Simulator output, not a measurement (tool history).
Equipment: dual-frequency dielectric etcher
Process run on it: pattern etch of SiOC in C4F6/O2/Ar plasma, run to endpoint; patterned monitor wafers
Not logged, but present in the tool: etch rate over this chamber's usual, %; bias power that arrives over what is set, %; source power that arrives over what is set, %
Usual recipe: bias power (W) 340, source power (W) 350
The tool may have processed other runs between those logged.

run	hour	bias power (W)	source power (W)	wafers since the last listed run	hours since the last wet clean	hours since the last bias power generator calibration	hours since the last source power generator calibration	hours since the last upper electrode change	incoming incoming film thickness, nm	endpoint time (s)
1	0	340	350	0	267.4	3985.2	2532.5	3847.4	45.04	18.6
# hour 89.3: wet clean of the chamber
2	104.9	340	350	1062	15.6	4090.1	2637.4	3952.3	44.72	18.1
3	143.1	384	350	501	53.8	4128.3	2675.6	3990.5	44.97	17.7
4	198.8	384	350	731	109.5	4184	2731.3	4046.2	44.51	17.6
5	255.7	358	350	747	166.4	4240.9	2788.2	4103.1	44.93	18.2
6	311.2	358	350	728	221.9	4296.4	2843.7	4158.6	45.14	18.3
7	342.4	358	350	409	253.1	4327.6	2874.9	4189.8	44.99	18.3
8	369.5	340	350	355	280.2	4354.7	2902	4216.9	44.88	18.6
# hour 402.3: upper electrode replaced
9	453.5	340	350	787	364.2	4438.7	2986	51.2	44.39	18.4
# hour 491.3: wet clean of the chamber
10	504.6	292	330	355	13.3	4489.8	3037.1	102.3	45.05	19.6

For run 11, what comes out?
11	559.4	303	260	719	68.1	4544.6	3091.9	157.1	44.1	?

Run 11 produced endpoint time (s) 21.
With the hidden condition absent and the run-to-run variation left alone, this run would have shown endpoint time (s) 20.8.
